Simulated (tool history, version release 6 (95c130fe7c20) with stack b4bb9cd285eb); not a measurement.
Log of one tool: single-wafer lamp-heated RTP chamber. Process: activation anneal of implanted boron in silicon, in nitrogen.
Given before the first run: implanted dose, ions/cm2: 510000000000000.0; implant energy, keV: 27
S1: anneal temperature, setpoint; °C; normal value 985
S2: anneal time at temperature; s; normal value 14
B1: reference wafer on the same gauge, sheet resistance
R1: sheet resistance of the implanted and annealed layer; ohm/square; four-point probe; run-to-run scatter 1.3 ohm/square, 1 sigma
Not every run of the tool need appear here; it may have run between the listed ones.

run 1 hour=0.0 | S1=985 S2=14 | B1=178.75 | R1=220.24
run 2 hour=61.9 | S1=985 S2=14 | B1=178.97 | R1=218.04
run 3 hour=129.9 | S1=985 S2=20 | B1=178.08 | R1=215.38
-- hour=141.2 pyrometer window cleaned and pyrometer calibrated
-- hour=158.2 reflector plate cleaned
run 4 hour=159.0 | S1=985 S2=14 | B1=177.80 | R1=218.44
run 5 hour=192.2 | S1=985 S2=18 | B1=177.58 | R1=215.45
run 6 hour=227.3 | S1=985 S2=18 | B1=176.98 | R1=215.58
run 7 hour=279.6 | S1=985 S2=14 | B1=176.30 | R1=216.31
-- hour=312.6 gauge calibrated
run 8 hour=444.7 | S1=985 S2=14 | B1=179.41 | R1=220.23
-- hour=482.7 reflector plate cleaned
run 9 hour=512.3 | S1=985 S2=14 | B1=179.11 | R1=222.54
-- hour=565.2 pyrometer window cleaned and pyrometer calibrated
run 10 hour=575.6 | S1=985 S2=14 | B1=179.03 | R1=219.01
run 11 hour=605.4 | S1=1005 S2=10 | B1=178.56 | R1=208.62
run 12 hour=632.3 | S1=1000 S2=7 | B1=178.56 | R1=210.47
run 13 hour=685.0 | S1=985 S2=7 | B1=177.99 | R1=221.22
run 14 hour=748.3 | S1=1003 S2=8 | B1=177.43 | R1=211.40
run 15 hour=802.5 | S1=985 S2=14 | B1=176.62 | R1=216.89
run 16 hour=839.8 | S1=956 S2=17 | B1=176.48 | R1=258.31
-- hour=863.9 reflector plate cleaned
-- hour=882.9 gauge calibrated
run 17 hour=909.7 | S1=985 S2=6 | B1=180.54 | R1=228.49
-- hour=953.8 pyrometer window cleaned and pyrometer calibrated
run 18 hour=968.4 | S1=999 S2=6 | B1=180.41 | R1=215.22
run 19 hour=1028.5 | S1=985 S2=14 | B1=180.20 | R1=219.62
run 20 hour=1066.8 | S1=985 S2=14 | B1=180.04 | R1=221.98
run 21 hour=1099.8 | S1=1014 S2=14 | B1=179.78 | R1=205.62
-- hour=1205.3 reflector plate cleaned
run 22 hour=1211.1 | S1=985 S2=22 | B1=179.08 | R1=217.13

Consider 4 possible next runs. They are alternatives, not a sequence: every one starts from the tool as it was left by run 22. What does each give?
run A hour=1211.5 | S1=1003 S2=14 | B1=? | R1=?
run B hour=1211.5 | S1=985 S2=21 | B1=? | R1=?
run C hour=1211.5 | S1=1006 S2=17 | B1=? | R1=?
run D hour=1211.5 | S1=985 S2=10 | B1=? | R1=?

run=A B1=179.05 R1=208.32
run=B B1=179.05 R1=216.13
run=C B1=179.05 R1=206.63
run=D B1=179.05 R1=221.76
With no hidden state in the tool, these same runs would have given:
run=A R1=209.26
run=B R1=217.11
run=C R1=207.56
run=D R1=222.76
